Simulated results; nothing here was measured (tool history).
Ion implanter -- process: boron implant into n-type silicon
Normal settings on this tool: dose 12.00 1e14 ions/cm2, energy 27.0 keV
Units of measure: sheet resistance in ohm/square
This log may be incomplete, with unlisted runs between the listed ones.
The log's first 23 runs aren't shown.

run,hour,dose,energy,wafers since the last listed run,hours since the last dose calibration,hours since the extraction supply was calibrated,hours since the gauge calibration,"read-back reference wafer on the same gauge, sheet resistance",sheet resistance
24,658.9,12.00,27.0,388,2136.4,2650.3,78.2,112.29,97.83
25,673.2,12.00,27.0,245,2150.7,2664.6,92.5,112.37,98.20
# hour 691.6: Faraday cup replaced and dose calibrated
26,708.7,12.00,27.0,473,17.1,2700.1,128.0,112.34,97.14
27,775.7,12.00,30.5,1152,84.1,2767.1,195.0,112.32,96.81
# hour 848.8: extraction supply calibrated
28,873.8,14.64,29.5,1549,182.2,25.0,293.1,112.29,82.82
29,890.5,9.17,36.5,287,198.9,41.7,309.8,112.59,119.58
30,918.5,12.00,27.0,481,226.9,69.7,337.8,112.60,98.12
31,942.2,15.21,32.0,407,250.6,93.4,361.5,112.49,78.92
32,976.2,13.03,27.0,584,284.6,127.4,395.5,112.33,90.52
33,1001.3,8.96,22.0,431,309.7,152.5,420.6,112.46,126.93
34,1034.0,15.26,34.5,562,342.4,185.2,453.3,112.59,79.14
35,1048.2,12.00,32.0,244,356.6,199.4,467.5,112.40,96.49
36,1082.2,8.74,27.0,584,390.6,233.4,501.5,112.44,127.12
37,1112.1,12.00,27.0,514,420.5,263.3,531.4,112.42,98.50

3 ways to go on from here, each from the tool as it stands after run 37. What would each give?
A,1112.5,12.00,22.5,6,420.9,263.7,531.8,?,?
B,1112.5,12.00,20.0,6,420.9,263.7,531.8,?,?
C,1112.5,14.29,31.0,6,420.9,263.7,531.8,?,?

run,"read-back reference wafer on the same gauge, sheet resistance",sheet resistance
A,112.25,99.33
B,112.25,100.48
C,112.25,84.02
The same runs, with their run-to-run variation unchanged, on a tool lacking any hidden condition would have given:
run,sheet resistance
A,99.33
B,100.48
C,84.02
